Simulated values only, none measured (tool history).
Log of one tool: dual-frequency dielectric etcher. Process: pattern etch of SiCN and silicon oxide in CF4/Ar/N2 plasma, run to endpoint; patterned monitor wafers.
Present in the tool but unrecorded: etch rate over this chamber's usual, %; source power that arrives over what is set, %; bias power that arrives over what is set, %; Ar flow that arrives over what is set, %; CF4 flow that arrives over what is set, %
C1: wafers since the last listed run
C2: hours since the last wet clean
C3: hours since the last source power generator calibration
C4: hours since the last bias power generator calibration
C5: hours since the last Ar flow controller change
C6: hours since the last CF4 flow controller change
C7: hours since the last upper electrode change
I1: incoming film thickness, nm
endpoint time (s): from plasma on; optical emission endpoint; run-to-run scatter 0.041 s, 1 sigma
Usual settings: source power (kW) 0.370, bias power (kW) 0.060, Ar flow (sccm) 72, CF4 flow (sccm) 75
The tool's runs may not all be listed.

{"run": 1, "hour": 0.0, "source power (kW)": 0.37, "bias power (kW)": 0.06, "Ar flow (sccm)": 72, "CF4 flow (sccm)": 75, "C1": 0, "C2": 228.3, "C3": 3836.6, "C4": 4569.4, "C5": 3347.0, "C6": 4473.6, "C7": 3253.1, "I1": 10.44, "endpoint time (s)": 13.5}
{"run": 2, "hour": 13.8, "source power (kW)": 0.37, "bias power (kW)": 0.06, "Ar flow (sccm)": 72, "CF4 flow (sccm)": 75, "C1": 224, "C2": 242.1, "C3": 3850.4, "C4": 4583.2, "C5": 3360.8, "C6": 4487.4, "C7": 3266.9, "I1": 10.57, "endpoint time (s)": 13.7}
{"run": 3, "hour": 22.7, "source power (kW)": 0.37, "bias power (kW)": 0.06, "Ar flow (sccm)": 72, "CF4 flow (sccm)": 75, "C1": 144, "C2": 251.0, "C3": 3859.3, "C4": 4592.1, "C5": 3369.7, "C6": 4496.3, "C7": 3275.8, "I1": 10.47, "endpoint time (s)": 13.6}
{"run": 4, "hour": 39.2, "source power (kW)": 0.37, "bias power (kW)": 0.06, "Ar flow (sccm)": 72, "CF4 flow (sccm)": 75, "C1": 268, "C2": 267.5, "C3": 3875.8, "C4": 4608.6, "C5": 3386.2, "C6": 4512.8, "C7": 3292.3, "I1": 10.47, "endpoint time (s)": 13.6}
{"run": 5, "hour": 51.7, "source power (kW)": 0.37, "bias power (kW)": 0.06, "Ar flow (sccm)": 72, "CF4 flow (sccm)": 75, "C1": 203, "C2": 280.0, "C3": 3888.3, "C4": 4621.1, "C5": 3398.7, "C6": 4525.3, "C7": 3304.8, "I1": 10.46, "endpoint time (s)": 13.7}
{"run": 6, "hour": 59.6, "source power (kW)": 0.37, "bias power (kW)": 0.06, "Ar flow (sccm)": 72, "CF4 flow (sccm)": 75, "C1": 128, "C2": 287.9, "C3": 3896.2, "C4": 4629.0, "C5": 3406.6, "C6": 4533.2, "C7": 3312.7, "I1": 10.48, "endpoint time (s)": 13.7}
{"run": 7, "hour": 68.8, "source power (kW)": 0.37, "bias power (kW)": 0.06, "Ar flow (sccm)": 72, "CF4 flow (sccm)": 75, "C1": 149, "C2": 297.1, "C3": 3905.4, "C4": 4638.2, "C5": 3415.8, "C6": 4542.4, "C7": 3321.9, "I1": 10.49, "endpoint time (s)": 13.7}
{"run": 8, "hour": 81.3, "source power (kW)": 0.37, "bias power (kW)": 0.06, "Ar flow (sccm)": 83, "CF4 flow (sccm)": 75, "C1": 203, "C2": 309.6, "C3": 3917.9, "C4": 4650.7, "C5": 3428.3, "C6": 4554.9, "C7": 3334.4, "I1": 10.43, "endpoint time (s)": 14.0}
{"hour": 91.1, "done": "bias power generator calibrated"}
{"run": 9, "hour": 95.4, "source power (kW)": 0.37, "bias power (kW)": 0.06, "Ar flow (sccm)": 83, "CF4 flow (sccm)": 75, "C1": 164, "C2": 323.7, "C3": 3932.0, "C4": 4.3, "C5": 3442.4, "C6": 4569.0, "C7": 3348.5, "I1": 10.45, "endpoint time (s)": 14.0}
{"run": 10, "hour": 103.3, "source power (kW)": 0.37, "bias power (kW)": 0.06, "Ar flow (sccm)": 72, "CF4 flow (sccm)": 75, "C1": 128, "C2": 331.6, "C3": 3939.9, "C4": 12.2, "C5": 3450.3, "C6": 4576.9, "C7": 3356.4, "I1": 10.58, "endpoint time (s)": 13.9}
{"run": 11, "hour": 121.1, "source power (kW)": 0.41, "bias power (kW)": 0.06, "Ar flow (sccm)": 72, "CF4 flow (sccm)": 65, "C1": 289, "C2": 349.4, "C3": 3957.7, "C4": 30.0, "C5": 3468.1, "C6": 4594.7, "C7": 3374.2, "I1": 10.55, "endpoint time (s)": 12.4}
{"run": 12, "hour": 134.8, "source power (kW)": 0.37, "bias power (kW)": 0.06, "Ar flow (sccm)": 72, "CF4 flow (sccm)": 67, "C1": 222, "C2": 363.1, "C3": 3971.4, "C4": 43.7, "C5": 3481.8, "C6": 4608.4, "C7": 3387.9, "I1": 10.48, "endpoint time (s)": 13.9}
{"run": 13, "hour": 151.6, "source power (kW)": 0.4, "bias power (kW)": 0.06, "Ar flow (sccm)": 72, "CF4 flow (sccm)": 64, "C1": 273, "C2": 379.9, "C3": 3988.2, "C4": 60.5, "C5": 3498.6, "C6": 4625.2, "C7": 3404.7, "I1": 10.46, "endpoint time (s)": 12.6}
{"hour": 168.9, "done": "source power generator calibrated"}
{"hour": 182.3, "done": "CF4 flow controller replaced"}
{"hour": 189.4, "done": "upper electrode replaced"}
{"run": 14, "hour": 201.3, "source power (kW)": 0.39, "bias power (kW)": 0.049, "Ar flow (sccm)": 81, "CF4 flow (sccm)": 75, "C1": 530, "C2": 429.6, "C3": 32.4, "C4": 110.2, "C5": 3548.3, "C6": 19.0, "C7": 11.9, "I1": 10.53, "endpoint time (s)": 14.1}
{"hour": 230.1, "done": "wet clean of the chamber"}
{"run": 15, "hour": 230.6, "source power (kW)": 0.4, "bias power (kW)": 0.047, "Ar flow (sccm)": 89, "CF4 flow (sccm)": 64, "C1": 86, "C2": 0.5, "C3": 61.7, "C4": 139.5, "C5": 3577.6, "C6": 48.3, "C7": 41.2, "I1": 10.49, "endpoint time (s)": 14.0}
{"run": 16, "hour": 246.8, "source power (kW)": 0.32, "bias power (kW)": 0.051, "Ar flow (sccm)": 82, "CF4 flow (sccm)": 88, "C1": 263, "C2": 16.7, "C3": 77.9, "C4": 155.7, "C5": 3593.8, "C6": 64.5, "C7": 57.4, "I1": 10.45, "endpoint time (s)": 16.9}
{"hour": 259.1, "done": "Ar flow controller replaced"}
{"run": 17, "hour": 259.6, "source power (kW)": 0.3, "bias power (kW)": 0.06, "Ar flow (sccm)": 80, "CF4 flow (sccm)": 75, "C1": 110, "C2": 29.5, "C3": 90.7, "C4": 168.5, "C5": 0.5, "C6": 77.3, "C7": 70.2, "I1": 10.56, "endpoint time (s)": 17.9}
{"run": 18, "hour": 303.9, "source power (kW)": 0.37, "bias power (kW)": 0.06, "Ar flow (sccm)": 55, "CF4 flow (sccm)": 75, "C1": 720, "C2": 73.8, "C3": 135.0, "C4": 212.8, "C5": 44.8, "C6": 121.6, "C7": 114.5, "I1": 10.52, "endpoint time (s)": 13.0}
{"run": 19, "hour": 310.6, "source power (kW)": 0.32, "bias power (kW)": 0.051, "Ar flow (sccm)": 82, "CF4 flow (sccm)": 88, "C1": 108, "C2": 80.5, "C3": 141.7, "C4": 219.5, "C5": 51.5, "C6": 128.3, "C7": 121.2, "I1": 10.64, "endpoint time (s)": 17.3}
{"run": 20, "hour": 327.7, "source power (kW)": 0.37, "bias power (kW)": 0.06, "Ar flow (sccm)": 72, "CF4 flow (sccm)": 75, "C1": 278, "C2": 97.6, "C3": 158.8, "C4": 236.6, "C5": 68.6, "C6": 145.4, "C7": 138.3, "I1": 10.5, "endpoint time (s)": 13.5}
{"run": 21, "hour": 338.2, "source power (kW)": 0.37, "bias power (kW)": 0.06, "Ar flow (sccm)": 72, "CF4 flow (sccm)": 75, "C1": 170, "C2": 108.1, "C3": 169.3, "C4": 247.1, "C5": 79.1, "C6": 155.9, "C7": 148.8, "I1": 10.45, "endpoint time (s)": 13.6}
{"run": 22, "hour": 354.7, "source power (kW)": 0.37, "bias power (kW)": 0.06, "Ar flow (sccm)": 72, "CF4 flow (sccm)": 75, "C1": 268, "C2": 124.6, "C3": 185.8, "C4": 263.6, "C5": 95.6, "C6": 172.4, "C7": 165.3, "I1": 10.44, "endpoint time (s)": 13.5}
{"run": 23, "hour": 362.8, "source power (kW)": 0.37, "bias power (kW)": 0.06, "Ar flow (sccm)": 72, "CF4 flow (sccm)": 82, "C1": 131, "C2": 132.7, "C3": 193.9, "C4": 271.7, "C5": 103.7, "C6": 180.5, "C7": 173.4, "I1": 10.52, "endpoint time (s)": 13.6}
{"run": 24, "hour": 373.8, "source power (kW)": 0.37, "bias power (kW)": 0.06, "Ar flow (sccm)": 72, "CF4 flow (sccm)": 75, "C1": 178, "C2": 143.7, "C3": 204.9, "C4": 282.7, "C5": 114.7, "C6": 191.5, "C7": 184.4, "I1": 10.61, "endpoint time (s)": 13.8}

Forecast each of these 4 alternatives for the next run:
{"run": "A", "hour": 374.2, "source power (kW)": 0.37, "bias power (kW)": 0.06, "Ar flow (sccm)": 72, "CF4 flow (sccm)": 75, "C1": 6, "C2": 144.1, "C3": 205.3, "C4": 283.1, "C5": 115.1, "C6": 191.9, "C7": 184.8, "I1": 10.56, "endpoint time (s)": "?"}
{"run": "B", "hour": 374.2, "source power (kW)": 0.31, "bias power (kW)": 0.06, "Ar flow (sccm)": 72, "CF4 flow (sccm)": 75, "C1": 6, "C2": 144.1, "C3": 205.3, "C4": 283.1, "C5": 115.1, "C6": 191.9, "C7": 184.8, "I1": 10.56, "endpoint time (s)": "?"}
{"run": "C", "hour": 374.2, "source power (kW)": 0.37, "bias power (kW)": 0.06, "Ar flow (sccm)": 72, "CF4 flow (sccm)": 59, "C1": 6, "C2": 144.1, "C3": 205.3, "C4": 283.1, "C5": 115.1, "C6": 191.9, "C7": 184.8, "I1": 10.56, "endpoint time (s)": "?"}
{"run": "D", "hour": 374.2, "source power (kW)": 0.37, "bias power (kW)": 0.05, "Ar flow (sccm)": 72, "CF4 flow (sccm)": 75, "C1": 6, "C2": 144.1, "C3": 205.3, "C4": 283.1, "C5": 115.1, "C6": 191.9, "C7": 184.8, "I1": 10.56, "endpoint time (s)": "?"}

run=A endpoint_time_(s)=13.7
run=B endpoint_time_(s)=16.9
run=C endpoint_time_(s)=14.0
run=D endpoint_time_(s)=14.4
Stripped of hidden state, with their random variation kept, the same runs would have yielded:
run=A endpoint_time_(s)=13.6
run=B endpoint_time_(s)=16.8
run=C endpoint_time_(s)=13.9
run=D endpoint_time_(s)=14.3
